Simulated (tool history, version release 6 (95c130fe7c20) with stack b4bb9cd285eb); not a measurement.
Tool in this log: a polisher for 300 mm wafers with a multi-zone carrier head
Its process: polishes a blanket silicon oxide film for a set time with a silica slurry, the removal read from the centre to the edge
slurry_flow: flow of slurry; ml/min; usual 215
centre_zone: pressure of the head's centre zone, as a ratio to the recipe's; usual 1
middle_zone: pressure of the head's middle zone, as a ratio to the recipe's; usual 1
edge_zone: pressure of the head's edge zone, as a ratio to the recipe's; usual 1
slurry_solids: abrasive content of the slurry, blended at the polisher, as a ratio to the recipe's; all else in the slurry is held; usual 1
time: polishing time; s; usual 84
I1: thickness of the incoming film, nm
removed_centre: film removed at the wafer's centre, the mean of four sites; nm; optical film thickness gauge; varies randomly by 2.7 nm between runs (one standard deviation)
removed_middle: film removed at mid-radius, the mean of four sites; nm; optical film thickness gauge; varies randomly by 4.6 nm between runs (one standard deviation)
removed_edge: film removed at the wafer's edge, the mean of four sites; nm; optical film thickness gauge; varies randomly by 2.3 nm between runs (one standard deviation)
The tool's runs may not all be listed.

run 1 hour=0 | slurry_flow=215 centre_zone=1 middle_zone=1 edge_zone=1.09 slurry_solids=0.85 time=84 | I1=1115.7 | removed_centre=304.6 removed_middle=314.6 removed_edge=314.3
run 2 hour=48.1 | slurry_flow=215 centre_zone=1 middle_zone=1 edge_zone=1.09 slurry_solids=0.85 time=84 | I1=1104.3 | removed_centre=306.9 removed_middle=312.6 removed_edge=311.9
-- hour=83.2 slurry nozzle cleaned
run 3 hour=88 | slurry_flow=215 centre_zone=1 middle_zone=1 edge_zone=1.09 slurry_solids=0.85 time=84 | I1=1086 | removed_centre=305.4 removed_middle=309.5 removed_edge=310.9
-- hour=110.3 worn pad replaced by a new one
run 4 hour=113.7 | slurry_flow=230 centre_zone=1 middle_zone=1 edge_zone=1 slurry_solids=1 time=84 | I1=1108.9 | removed_centre=341.7 removed_middle=343.9 removed_edge=345.9
run 5 hour=160.2 | slurry_flow=215 centre_zone=1 middle_zone=1 edge_zone=1 slurry_solids=1 time=84 | I1=1093.2 | removed_centre=337.6 removed_middle=349 removed_edge=341.4
run 6 hour=230.5 | slurry_flow=215 centre_zone=1 middle_zone=1 edge_zone=1 slurry_solids=1 time=84 | I1=1111.6 | removed_centre=340.1 removed_middle=343.5 removed_edge=336.8
run 7 hour=294.8 | slurry_flow=215 centre_zone=1 middle_zone=1 edge_zone=1 slurry_solids=1 time=84 | I1=1093.6 | removed_centre=340.5 removed_middle=342.5 removed_edge=337.5
-- hour=352 worn pad replaced by a new one
run 8 hour=352.5 | slurry_flow=215 centre_zone=1 middle_zone=1 edge_zone=1 slurry_solids=1 time=84 | I1=1106.9 | removed_centre=334.5 removed_middle=348.5 removed_edge=339.8
run 9 hour=418.2 | slurry_flow=215 centre_zone=1 middle_zone=1 edge_zone=1 slurry_solids=1 time=84 | I1=1101.3 | removed_centre=336.3 removed_middle=346.8 removed_edge=338.4
run 10 hour=446 | slurry_flow=215 centre_zone=1 middle_zone=1 edge_zone=1 slurry_solids=1 time=84 | I1=1106.6 | removed_centre=332.5 removed_middle=349.4 removed_edge=339.1
run 11 hour=503.6 | slurry_flow=230 centre_zone=1 middle_zone=1 edge_zone=1 slurry_solids=1 time=84 | I1=1100 | removed_centre=340.9 removed_middle=336.9 removed_edge=338.9
-- hour=555.3 carrier head's membrane replaced by a new one
-- hour=567.4 worn pad replaced by a new one
-- hour=581.9 centre zone pressure recalibrated
-- hour=586.1 slurry nozzle cleaned
-- hour=642.7 edge zone pressure recalibrated
run 12 hour=709.2 | slurry_flow=245 centre_zone=1.04 middle_zone=1 edge_zone=0.96 slurry_solids=1 time=66 | I1=1084.8 | removed_centre=282.1 removed_middle=272.3 removed_edge=264.2
run 13 hour=753.8 | slurry_flow=275 centre_zone=0.92 middle_zone=1 edge_zone=1 slurry_solids=1 time=84 | I1=1098.3 | removed_centre=317.8 removed_middle=355 removed_edge=341.4
-- hour=797.7 worn pad replaced by a new one
run 14 hour=800.7 | slurry_flow=215 centre_zone=1 middle_zone=0.94 edge_zone=1 slurry_solids=1 time=84 | I1=1099 | removed_centre=334 removed_middle=322 removed_edge=336.4
run 15 hour=851.6 | slurry_flow=240 centre_zone=1.06 middle_zone=1 edge_zone=1 slurry_solids=1.3 time=84 | I1=1099.1 | removed_centre=422.2 removed_middle=404.2 removed_edge=391.7
run 16 hour=971.9 | slurry_flow=235 centre_zone=0.89 middle_zone=1 edge_zone=1.1 slurry_solids=0.8 time=84 | I1=1116.5 | removed_centre=262.9 removed_middle=304.2 removed_edge=301.9
run 17 hour=1009.1 | slurry_flow=145 centre_zone=0.91 middle_zone=1.07 edge_zone=1 slurry_solids=1.15 time=84 | I1=1087 | removed_centre=311.8 removed_middle=370.5 removed_edge=354.2
-- hour=1058.4 worn pad replaced by a new one
-- hour=1124.7 slurry nozzle cleaned
run 18 hour=1172.2 | slurry_flow=215 centre_zone=1.09 middle_zone=1 edge_zone=1 slurry_solids=1 time=84 | I1=1093.1 | removed_centre=371.3 removed_middle=344.3 removed_edge=338
-- hour=1193.4 centre zone pressure recalibrated
run 19 hour=1234.6 | slurry_flow=215 centre_zone=1 middle_zone=1 edge_zone=1 slurry_solids=1 time=84 | I1=1089.3 | removed_centre=340.4 removed_middle=342.2 removed_edge=338

The tool's hidden state at each run:
removal rate lost through wear of the pad, %: 0 on each run
slurry flow missing at the pad, %: 0 on each run
deviation of the centre zone's pressure from its setpoint, %: 0 on each run
deviation of the edge zone's pressure from its setpoint, %: 0 on each run

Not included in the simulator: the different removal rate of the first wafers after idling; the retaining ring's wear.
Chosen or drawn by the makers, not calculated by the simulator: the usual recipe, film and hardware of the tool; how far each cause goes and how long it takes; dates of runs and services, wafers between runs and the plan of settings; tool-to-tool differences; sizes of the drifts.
